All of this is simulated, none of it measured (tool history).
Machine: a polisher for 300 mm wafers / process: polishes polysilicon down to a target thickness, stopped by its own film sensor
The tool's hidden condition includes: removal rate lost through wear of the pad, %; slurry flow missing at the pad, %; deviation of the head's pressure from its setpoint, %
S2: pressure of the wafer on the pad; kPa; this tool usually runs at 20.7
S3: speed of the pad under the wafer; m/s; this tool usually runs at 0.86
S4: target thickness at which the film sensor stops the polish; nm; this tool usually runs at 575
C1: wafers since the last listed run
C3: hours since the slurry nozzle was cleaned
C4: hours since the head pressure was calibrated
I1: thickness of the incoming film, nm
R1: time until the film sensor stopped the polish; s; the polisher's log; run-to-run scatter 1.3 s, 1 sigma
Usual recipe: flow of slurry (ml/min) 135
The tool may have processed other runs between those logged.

run 1 hour=0 | flow_of_slurry_(ml/min)=135 S2=20.7 S3=0.86 S4=575 | C1=0 wafers_polished_on_this_pad=1743 C3=22.8 C4=518.7 | I1=1123.5 | R1=65.7
-- hour=40.5 worn pad replaced by a new one
run 2 hour=69.4 | flow_of_slurry_(ml/min)=135 S2=20.7 S3=0.86 S4=575 | C1=500 wafers_polished_on_this_pad=221 C3=92.2 C4=588.1 | I1=1111.8 | R1=64.8
run 3 hour=90.2 | flow_of_slurry_(ml/min)=135 S2=20.7 S3=0.86 S4=575 | C1=159 wafers_polished_on_this_pad=380 C3=113 C4=608.9 | I1=1110.7 | R1=65.4
run 4 hour=117.6 | flow_of_slurry_(ml/min)=135 S2=20.7 S3=0.86 S4=575 | C1=209 wafers_polished_on_this_pad=589 C3=140.4 C4=636.3 | I1=1103.5 | R1=67.3
run 5 hour=148.6 | flow_of_slurry_(ml/min)=135 S2=20.7 S3=0.86 S4=575 | C1=237 wafers_polished_on_this_pad=826 C3=171.4 C4=667.3 | I1=1129.4 | R1=68.1
run 6 hour=162.7 | flow_of_slurry_(ml/min)=135 S2=20.7 S3=0.86 S4=575 | C1=107 wafers_polished_on_this_pad=934 C3=185.5 C4=681.4 | I1=1098.6 | R1=61.6
run 7 hour=175.8 | flow_of_slurry_(ml/min)=135 S2=20.7 S3=0.86 S4=575 | C1=100 wafers_polished_on_this_pad=1034 C3=198.6 C4=694.5 | I1=1101.5 | R1=64.7
run 8 hour=191.4 | flow_of_slurry_(ml/min)=135 S2=16.5 S3=0.86 S4=575 | C1=119 wafers_polished_on_this_pad=1154 C3=214.2 C4=710.1 | I1=1114 | R1=74.2
run 9 hour=222.6 | flow_of_slurry_(ml/min)=135 S2=16.5 S3=0.86 S4=575 | C1=238 wafers_polished_on_this_pad=1392 C3=245.4 C4=741.3 | I1=1109.2 | R1=76.2
run 10 hour=247.9 | flow_of_slurry_(ml/min)=135 S2=20.7 S3=0.86 S4=575 | C1=193 wafers_polished_on_this_pad=1586 C3=270.7 C4=766.6 | I1=1123 | R1=67.3
run 11 hour=277.4 | flow_of_slurry_(ml/min)=135 S2=20.7 S3=0.86 S4=575 | C1=225 wafers_polished_on_this_pad=1811 C3=300.2 C4=796.1 | I1=1103.6 | R1=66
run 12 hour=294.3 | flow_of_slurry_(ml/min)=135 S2=23.4 S3=0.76 S4=575 | C1=129 wafers_polished_on_this_pad=1940 C3=317.1 C4=813 | I1=1124.8 | R1=66
-- hour=302.2 worn pad replaced by a new one
run 13 hour=307.2 | flow_of_slurry_(ml/min)=135 S2=23.4 S3=0.76 S4=575 | C1=68 wafers_polished_on_this_pad=38 C3=330 C4=825.9 | I1=1090.4 | R1=64.6
run 14 hour=336.4 | flow_of_slurry_(ml/min)=135 S2=20.7 S3=0.86 S4=575 | C1=223 wafers_polished_on_this_pad=261 C3=359.2 C4=855.1 | I1=1097.1 | R1=63.7
run 15 hour=357.9 | flow_of_slurry_(ml/min)=135 S2=20.7 S3=0.86 S4=575 | C1=164 wafers_polished_on_this_pad=425 C3=380.7 C4=876.6 | I1=1100 | R1=66.4
run 16 hour=376.3 | flow_of_slurry_(ml/min)=135 S2=27.6 S3=1.08 S4=698 | C1=140 wafers_polished_on_this_pad=566 C3=399.1 C4=895 | I1=1120.1 | R1=34.8
run 17 hour=391.7 | flow_of_slurry_(ml/min)=170 S2=15.9 S3=0.96 S4=627 | C1=117 wafers_polished_on_this_pad=684 C3=414.5 C4=910.4 | I1=1122.9 | R1=60.1
run 18 hour=424.3 | flow_of_slurry_(ml/min)=135 S2=26.9 S3=0.66 S4=639 | C1=249 wafers_polished_on_this_pad=933 C3=447.1 C4=943 | I1=1094.8 | R1=58.9
run 19 hour=455.8 | flow_of_slurry_(ml/min)=135 S2=20.7 S3=0.76 S4=575 | C1=240 wafers_polished_on_this_pad=1174 C3=478.6 C4=974.5 | I1=1106.6 | R1=72.4
-- hour=472.8 head pressure recalibrated
run 20 hour=473.5 | flow_of_slurry_(ml/min)=165 S2=14.5 S3=0.68 S4=390 | C1=120 wafers_polished_on_this_pad=1294 C3=496.3 C4=0.7 | I1=1099.6 | R1=134.1
-- hour=503.8 slurry nozzle cleaned
-- hour=510.4 worn pad replaced by a new one
run 21 hour=572.3 | flow_of_slurry_(ml/min)=135 S2=20.7 S3=0.86 S4=575 | C1=717 wafers_polished_on_this_pad=473 C3=68.5 C4=99.5 | I1=1110.8 | R1=68.5
run 22 hour=598.3 | flow_of_slurry_(ml/min)=115 S2=15.2 S3=1.1 S4=426 | C1=198 wafers_polished_on_this_pad=672 C3=94.5 C4=125.5 | I1=1121.7 | R1=88.2
run 23 hour=628.8 | flow_of_slurry_(ml/min)=135 S2=20.7 S3=0.86 S4=575 | C1=233 wafers_polished_on_this_pad=905 C3=125 C4=156 | I1=1115.2 | R1=68.1
run 24 hour=654.7 | flow_of_slurry_(ml/min)=135 S2=16.5 S3=0.86 S4=464 | C1=198 wafers_polished_on_this_pad=1103 C3=150.9 C4=181.9 | I1=1101.7 | R1=92.7
run 25 hour=676.4 | flow_of_slurry_(ml/min)=135 S2=24.8 S3=0.86 S4=717 | C1=165 wafers_polished_on_this_pad=1269 C3=172.6 C4=203.6 | I1=1111.2 | R1=44.5
run 26 hour=692.9 | flow_of_slurry_(ml/min)=115 S2=20.7 S3=0.86 S4=575 | C1=126 wafers_polished_on_this_pad=1395 C3=189.1 C4=220.1 | I1=1124.8 | R1=72.9
run 27 hour=710.3 | flow_of_slurry_(ml/min)=160 S2=20.7 S3=0.86 S4=575 | C1=133 wafers_polished_on_this_pad=1528 C3=206.5 C4=237.5 | I1=1097 | R1=62.7

Estimate the outcome of run 28 from the log above:
run 28 hour=739 | flow_of_slurry_(ml/min)=160 S2=20.7 S3=1.06 S4=670 | C1=219 wafers_polished_on_this_pad=1748 C3=235.2 C4=266.2 | I1=1125.7 | R1=?

Run 28 produced R1 43.8 s.
With the hidden condition absent and the run-to-run variation left alone, this run would have shown R1 45.8 s.
